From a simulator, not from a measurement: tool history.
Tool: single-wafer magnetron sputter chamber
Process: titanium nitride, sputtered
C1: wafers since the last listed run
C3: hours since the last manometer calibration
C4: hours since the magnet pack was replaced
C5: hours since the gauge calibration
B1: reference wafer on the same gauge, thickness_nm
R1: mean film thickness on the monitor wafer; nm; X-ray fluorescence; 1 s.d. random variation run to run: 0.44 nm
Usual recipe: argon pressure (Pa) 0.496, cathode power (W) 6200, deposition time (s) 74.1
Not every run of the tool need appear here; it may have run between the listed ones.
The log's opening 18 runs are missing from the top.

{"hour": 442.6, "done": "gauge calibrated"}
{"hour": 465.8, "done": "capacitance manometer re-zeroed and calibrated"}
{"hour": 473.9, "done": "magnet pack replaced, of another model than before"}
{"run": 19, "hour": 478.7, "argon pressure (Pa)": 0.496, "cathode power (W)": 4850, "deposition time (s)": 74.1, "C1": 473, "wafers on the sputter target": 558, "C3": 12.9, "C4": 4.8, "C5": 36.1, "B1": 72.212, "R1": 65.568}
{"run": 20, "hour": 499.9, "argon pressure (Pa)": 0.378, "cathode power (W)": 5050, "deposition time (s)": 78.6, "C1": 373, "wafers on the sputter target": 931, "C3": 34.1, "C4": 26.0, "C5": 57.3, "B1": 72.245, "R1": 72.613}
{"run": 21, "hour": 531.6, "argon pressure (Pa)": 0.563, "cathode power (W)": 6200, "deposition time (s)": 74.1, "C1": 557, "wafers on the sputter target": 1489, "C3": 65.8, "C4": 57.7, "C5": 89.0, "B1": 72.114, "R1": 75.437}
{"run": 22, "hour": 555.2, "argon pressure (Pa)": 0.617, "cathode power (W)": 6850, "deposition time (s)": 74.1, "C1": 415, "wafers on the sputter target": 1905, "C3": 89.4, "C4": 81.3, "C5": 112.6, "B1": 72.18, "R1": 80.798}
{"run": 23, "hour": 569.8, "argon pressure (Pa)": 0.425, "cathode power (W)": 6200, "deposition time (s)": 74.1, "C1": 256, "wafers on the sputter target": 2162, "C3": 104.0, "C4": 95.9, "C5": 127.2, "B1": 72.42, "R1": 77.281}
{"run": 24, "hour": 586.2, "argon pressure (Pa)": 0.496, "cathode power (W)": 6200, "deposition time (s)": 74.1, "C1": 288, "wafers on the sputter target": 2450, "C3": 120.4, "C4": 112.3, "C5": 143.6, "B1": 72.313, "R1": 76.165}
{"run": 25, "hour": 620.8, "argon pressure (Pa)": 0.496, "cathode power (W)": 6200, "deposition time (s)": 74.1, "C1": 609, "wafers on the sputter target": 3059, "C3": 155.0, "C4": 146.9, "C5": 178.2, "B1": 72.228, "R1": 76.427}
{"run": 26, "hour": 648.2, "argon pressure (Pa)": 0.601, "cathode power (W)": 7450, "deposition time (s)": 80.3, "C1": 482, "wafers on the sputter target": 3542, "C3": 182.4, "C4": 174.3, "C5": 205.6, "B1": 72.447, "R1": 92.812}
{"hour": 664.6, "done": "sputter target and shields replaced"}
{"run": 27, "hour": 671.3, "argon pressure (Pa)": 0.378, "cathode power (W)": 6600, "deposition time (s)": 65.5, "C1": 265, "wafers on the sputter target": 117, "C3": 205.5, "C4": 197.4, "C5": 228.7, "B1": 72.251, "R1": 74.283}
{"run": 28, "hour": 701.1, "argon pressure (Pa)": 0.496, "cathode power (W)": 6200, "deposition time (s)": 66.5, "C1": 524, "wafers on the sputter target": 641, "C3": 235.3, "C4": 227.2, "C5": 258.5, "B1": 72.274, "R1": 70.452}
{"run": 29, "hour": 726.8, "argon pressure (Pa)": 0.664, "cathode power (W)": 7550, "deposition time (s)": 67.9, "C1": 452, "wafers on the sputter target": 1094, "C3": 261.0, "C4": 252.9, "C5": 284.2, "B1": 72.256, "R1": 80.209}
{"run": 30, "hour": 755.9, "argon pressure (Pa)": 0.681, "cathode power (W)": 7500, "deposition time (s)": 74.1, "C1": 512, "wafers on the sputter target": 1606, "C3": 290.1, "C4": 282.0, "C5": 313.3, "B1": 72.407, "R1": 86.218}
{"run": 31, "hour": 769.0, "argon pressure (Pa)": 0.347, "cathode power (W)": 6200, "deposition time (s)": 66.2, "C1": 230, "wafers on the sputter target": 1837, "C3": 303.2, "C4": 295.1, "C5": 326.4, "B1": 72.356, "R1": 69.398}
{"run": 32, "hour": 787.7, "argon pressure (Pa)": 0.587, "cathode power (W)": 5250, "deposition time (s)": 63.1, "C1": 329, "wafers on the sputter target": 2166, "C3": 321.9, "C4": 313.8, "C5": 345.1, "B1": 72.383, "R1": 55.926}
{"run": 33, "hour": 800.0, "argon pressure (Pa)": 0.671, "cathode power (W)": 4850, "deposition time (s)": 67.2, "C1": 216, "wafers on the sputter target": 2382, "C3": 334.2, "C4": 326.1, "C5": 357.4, "B1": 72.395, "R1": 55.65}
{"run": 34, "hour": 828.3, "argon pressure (Pa)": 0.496, "cathode power (W)": 6200, "deposition time (s)": 74.1, "C1": 498, "wafers on the sputter target": 2880, "C3": 362.5, "C4": 354.4, "C5": 385.7, "B1": 72.527, "R1": 75.696}
{"run": 35, "hour": 848.4, "argon pressure (Pa)": 0.316, "cathode power (W)": 7000, "deposition time (s)": 69.1, "C1": 353, "wafers on the sputter target": 3234, "C3": 382.6, "C4": 374.5, "C5": 405.8, "B1": 72.279, "R1": 79.634}

Below are 4 alternative next runs, each starting from the tool's condition after run 35. Predict each:
{"run": "A", "hour": 848.8, "argon pressure (Pa)": 0.496, "cathode power (W)": 6200, "deposition time (s)": 62.5, "C1": 7, "wafers on the sputter target": 3241, "C3": 383.0, "C4": 374.9, "C5": 406.2, "B1": "?", "R1": "?"}
{"run": "B", "hour": 848.8, "argon pressure (Pa)": 0.66, "cathode power (W)": 6200, "deposition time (s)": 74.1, "C1": 7, "wafers on the sputter target": 3241, "C3": 383.0, "C4": 374.9, "C5": 406.2, "B1": "?", "R1": "?"}
{"run": "C", "hour": 848.8, "argon pressure (Pa)": 0.356, "cathode power (W)": 4800, "deposition time (s)": 74.1, "C1": 7, "wafers on the sputter target": 3241, "C3": 383.0, "C4": 374.9, "C5": 406.2, "B1": "?", "R1": "?"}
{"run": "D", "hour": 848.8, "argon pressure (Pa)": 0.496, "cathode power (W)": 6950, "deposition time (s)": 74.1, "C1": 7, "wafers on the sputter target": 3241, "C3": 383.0, "C4": 374.9, "C5": 406.2, "B1": "?", "R1": "?"}

run=A B1=72.319 R1=63.704
run=B B1=72.319 R1=73.595
run=C B1=72.319 R1=64.199
run=D B1=72.319 R1=82.355
The same runs, with their run-to-run variation unchanged, on a tool lacking any hidden condition would have given:
run=A R1=68.500
run=B R1=79.137
run=C R1=69.033
run=D R1=88.556

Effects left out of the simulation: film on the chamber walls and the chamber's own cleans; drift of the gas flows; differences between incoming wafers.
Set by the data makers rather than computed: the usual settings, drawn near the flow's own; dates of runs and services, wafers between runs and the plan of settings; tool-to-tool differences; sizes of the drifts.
